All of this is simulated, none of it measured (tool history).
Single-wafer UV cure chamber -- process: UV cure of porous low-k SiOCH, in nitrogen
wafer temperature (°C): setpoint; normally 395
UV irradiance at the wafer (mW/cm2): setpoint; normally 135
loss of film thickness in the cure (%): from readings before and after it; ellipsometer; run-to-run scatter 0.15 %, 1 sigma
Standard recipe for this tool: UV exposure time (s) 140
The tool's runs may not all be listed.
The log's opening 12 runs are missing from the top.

run	hour	wafer temperature (°C)	UV exposure time (s)	UV irradiance at the wafer (mW/cm2)	loss of film thickness in the cure (%)
# hour 293.5: quartz window cleaned
13	294.0	395	140	105	9.598
14	322.7	395	140	135	10.479
15	353.7	395	140	135	10.413
# hour 372.2: UV bulbs replaced
16	372.7	395	140	135	12.090
17	391.9	395	205	135	14.040
18	415.1	395	215	96	12.516
# hour 452.0: quartz window cleaned
19	452.5	381	65	113	7.424
20	467.3	395	140	124	11.761
21	494.8	395	205	168	15.232
22	529.2	404	60	164	9.410
23	554.0	395	115	148	11.834
24	568.9	395	140	156	12.971
25	584.0	395	140	168	13.246
# hour 627.0: quartz window cleaned
26	627.5	395	140	135	12.129
27	647.6	388	140	122	11.547
28	677.3	395	140	135	11.904
29	696.6	379	220	118	13.401
30	731.4	395	105	147	11.256
31	747.4	395	140	135	12.161
# hour 762.7: quartz window cleaned
32	780.7	395	90	172	11.122
33	793.2	395	140	135	12.066

Forecast each of these 5 alternatives for the next run:
A	793.6	395	140	135	?
B	793.6	386	190	152	?
C	793.6	378	115	168	?
D	793.6	410	140	171	?
E	793.6	409	140	135	?

run	loss of film thickness in the cure (%)
A	12.205
B	14.199
C	11.975
D	13.704
E	12.475
Take away the tool's hidden state, keep each run's random variation, and the runs would have read:
run	loss of film thickness in the cure (%)
A	12.505
B	14.511
C	12.273
D	14.014
E	12.776
